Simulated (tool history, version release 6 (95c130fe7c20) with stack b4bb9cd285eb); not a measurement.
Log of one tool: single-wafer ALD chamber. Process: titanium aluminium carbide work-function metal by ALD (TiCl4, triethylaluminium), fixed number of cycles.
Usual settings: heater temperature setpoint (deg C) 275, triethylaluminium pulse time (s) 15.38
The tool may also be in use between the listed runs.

run     day  heater temperature setpoint (deg C)  triethylaluminium pulse time (s)  read-back reference wafer on the same gauge, thickness_nm  mean film thickness on the monitor wafer (nm)
  1       0                                  275                             15.38                                                       1.65                                           1.87
  2   1.217                                  275                             15.38                                                      1.651                                          1.882
  3   2.108                                  275                             15.38                                                       1.65                                          1.887
  4   4.829                                  275                             15.38                                                      1.649                                          1.878
      5.288  -- gauge calibrated
  5   5.708                                  275                             15.38                                                      1.649                                          1.875
  6   7.188                                  275                             15.38                                                       1.65                                          1.877
  7   7.996                                  275                             15.38                                                      1.649                                          1.875
  8   8.783                                  275                             15.38                                                      1.651                                          1.874
  9   9.567                                  275                             15.38                                                      1.651                                          1.874
 10  10.167                                  275                             15.38                                                      1.649                                          1.868
 11  10.846                                  271                             15.38                                                      1.649                                          1.852
 12  11.679                                  271                             15.38                                                      1.651                                          1.842
 13  12.804                                  271                             15.38                                                      1.651                                          1.844
 14  14.179                                  275                             16.91                                                      1.651                                          1.865
     15.333  -- showerhead replaced
 15  15.604                                  261                             10.11                                                      1.651                                          1.694
 16  16.908                                  282                              9.75                                                       1.65                                          1.832
 17  18.104                                  275                             15.38                                                       1.65                                          1.876
       18.6  -- triethylaluminium bottle replaced
 18  19.104                                  275                             16.93                                                      1.649                                           1.87
     19.675  -- gauge calibrated
     20.612  -- thermocouple changed; heater temperature recalibrated
 19  20.633                                  287                              9.63                                                       1.65                                          1.913
 20  21.788                                  268                             10.37                                                      1.651                                          1.791
 21    23.1                                  265                             15.38                                                      1.651                                          1.836
 22  23.983                                  271                             15.38                                                       1.65                                          1.889
 23  25.346                                  281                             19.13                                                      1.651                                          1.967
 24  26.629                                  275                             15.38                                                      1.651                                          1.908
 25  27.867                                  287                             19.25                                                       1.65                                          1.998
 26    28.5                                  265                             20.95                                                      1.649                                          1.834
 27  29.454                                  266                             17.97                                                      1.648                                          1.843
 28  30.029                                  275                             11.53                                                       1.65                                          1.864
 29  31.458                                  275                             15.38                                                      1.649                                          1.909

Measured less the same run without the tool's hidden state. The same run-to-run variation is in both; the gauge's scatter may not be:
The hidden state here: wafer temperature above the value expected at the setpoint (K); triethylaluminium dose above that of a fresh bottle (%); gauge reads high (%).
run  mean film thickness on the monitor wafer (nm)
  1                                         -0.045
  2                                         -0.046
  3                                         -0.045
  4                                         -0.046
  5                                         -0.046
  6                                         -0.046
  7                                         -0.046
  8                                         -0.046
  9                                         -0.047
 10                                         -0.047
 11                                         -0.046
 12                                         -0.047
 13                                         -0.047
 14                                         -0.047
 15                                         -0.045
 16                                         -0.045
 17                                         -0.048
 18                                         -0.048
 19                                             +0
 20                                         -0.003
 21                                         -0.006
 22                                         -0.007
 23                                         -0.011
 24                                         -0.013
 25                                         -0.015
 26                                         -0.015
 27                                         -0.017
 28                                         -0.017
 29                                          -0.02
